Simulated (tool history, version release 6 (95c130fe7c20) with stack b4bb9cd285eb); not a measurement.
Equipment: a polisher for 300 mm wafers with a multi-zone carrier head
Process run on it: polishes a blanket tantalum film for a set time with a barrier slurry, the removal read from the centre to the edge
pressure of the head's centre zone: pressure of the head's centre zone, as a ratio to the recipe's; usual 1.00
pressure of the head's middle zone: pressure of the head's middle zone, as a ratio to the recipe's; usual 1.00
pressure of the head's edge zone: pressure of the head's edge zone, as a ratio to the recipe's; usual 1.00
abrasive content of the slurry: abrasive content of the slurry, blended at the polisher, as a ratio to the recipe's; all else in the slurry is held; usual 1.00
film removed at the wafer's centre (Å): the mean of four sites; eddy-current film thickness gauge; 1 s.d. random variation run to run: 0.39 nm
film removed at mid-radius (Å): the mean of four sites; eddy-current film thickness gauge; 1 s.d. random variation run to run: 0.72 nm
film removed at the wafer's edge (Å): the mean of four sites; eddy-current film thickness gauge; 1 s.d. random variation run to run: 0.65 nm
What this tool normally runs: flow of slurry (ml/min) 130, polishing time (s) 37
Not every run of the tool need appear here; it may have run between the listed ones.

run     day  flow of slurry (ml/min)  pressure of the head's centre zone  pressure of the head's middle zone  pressure of the head's edge zone  abrasive content of the slurry  polishing time (s)  incoming thickness of the incoming film, nm  film removed at the wafer's centre (Å)  film removed at mid-radius (Å)  film removed at the wafer's edge (Å)
  1   0.000                      130                                1.00                                0.93                              1.00                            1.00                  37                                        251.5                                     538                             477                                   493
  2   1.500                      130                                1.00                                0.93                              1.00                            1.00                  37                                        253.6                                     581                             477                                   480
  3   2.396                      130                                1.00                                1.09                              1.00                            1.00                  37                                        249.4                                     577                             542                                   478
  4   3.383                      130                                1.00                                1.09                              1.00                            1.00                  37                                        251.6                                     576                             550                                   485
  5   4.858                      130                                1.00                                1.00                              1.00                            1.00                  37                                        249.0                                     574                             515                                   486
  6   6.004                      130                                1.00                                1.00                              1.00                            1.00                  37                                        248.9                                     578                             516                                   489
  7   7.096                      130                                1.05                                1.03                              1.00                            1.00                  37                                        246.8                                     611                             524                                   479
  8   7.971                      165                                0.96                                1.00                              1.00                            0.80                  48                                        253.2                                     613                             663                                   614
  9   9.312                      130                                1.00                                1.00                              0.88                            1.25                  37                                        252.6                                     533                             542                                   500
 10  10.308                      130                                1.00                                1.00                              1.00                            1.00                  37                                        245.8                                     506                             521                                   479
 11  11.079                      130                                1.00                                1.00                              1.10                            1.25                  37                                        254.2                                     537                             537                                   543
 12  12.025                      130                                1.00                                1.00                              1.00                            1.00                  37                                        249.1                                     507                             520                                   496
 13  12.933                      130                                1.00                                1.00                              1.00                            1.00                  37                                        250.5                                     508                             518                                   482
 14  14.146                      150                                0.96                                1.06                              1.00                            1.20                  37                                        247.2                                     538                             576                                   522
 15  15.658                      130                                1.04                                1.00                              1.00                            1.00                  37                                        250.7                                     528                             515                                   491
 16  16.650                      175                                1.00                                1.10                              1.00                            1.00                  37                                        247.3                                     547                             593                                   501
 17  17.658                      130                                1.00                                1.00                              1.00                            1.00                  37                                        247.6                                     512                             525                                   483
 18  18.267                      130                                1.00                                1.08                              1.09                            1.00                  37                                        252.3                                     516                             550                                   507
 19  21.812                      130                                1.12                                1.00                              1.04                            1.00                  37                                        247.0                                     587                             509                                   490
 20  22.742                      130                                0.88                                1.00                              1.05                            1.00                  43                                        250.4                                     525                             598                                   587
 21  23.688                      165                                1.00                                1.07                              1.00                            1.00                  37                                        253.5                                     547                             580                                   504

Taken out of this log: 9 entries between the listed runs. Where each belongs, and how the hidden state differs across it:
After run 1, before run 2: centre zone pressure recalibrated (day 0.354)
  deviation of the centre zone's pressure from its setpoint, %: 5.91 -> 15.1
  measured value less the no-hidden-state value, film removed at the wafer's centre (Å): +30 -> +77
After run 2, before run 3: worn pad replaced by a new one (day 2.292)
  deviation of the centre zone's pressure from its setpoint, %: 15.1 -> 15.2
  measured value less the no-hidden-state value, film removed at the wafer's centre (Å): +77 -> +77
After run 7, before run 8: centre zone pressure recalibrated, repeated, since the last time left the tool worse (day 7.921)
  deviation of the centre zone's pressure from its setpoint, %: 15.5 -> 0.881
  measured value less the no-hidden-state value, film removed at the wafer's centre (Å): +82 -> +6
After run 8, before run 9: worn pad replaced by a new one (day 8.567); edge zone pressure recalibrated (day 9.262)
  deviation of the centre zone's pressure from its setpoint, %: 0.881 -> 0.898
  measured value less the no-hidden-state value, film removed at the wafer's centre (Å): +6 -> +5
After run 11, before run 12: slurry nozzle cleaned (day 11.646)
  deviation of the centre zone's pressure from its setpoint, %: 0.968 -> 1.03
  measured value less the no-hidden-state value, film removed at the wafer's centre (Å): +5 -> +5
After run 14, before run 15: worn pad replaced by a new one (day 15.071); carrier head's membrane replaced by a new one (day 15.638)
  deviation of the centre zone's pressure from its setpoint, %: 1.22 -> 1.4
  measured value less the no-hidden-state value, film removed at the wafer's centre (Å): +7 -> +8
After run 18, before run 19: worn pad replaced by a new one (day 21.246)
  deviation of the centre zone's pressure from its setpoint, %: 1.81 -> 2.55
  measured value less the no-hidden-state value, film removed at the wafer's centre (Å): +9 -> +14
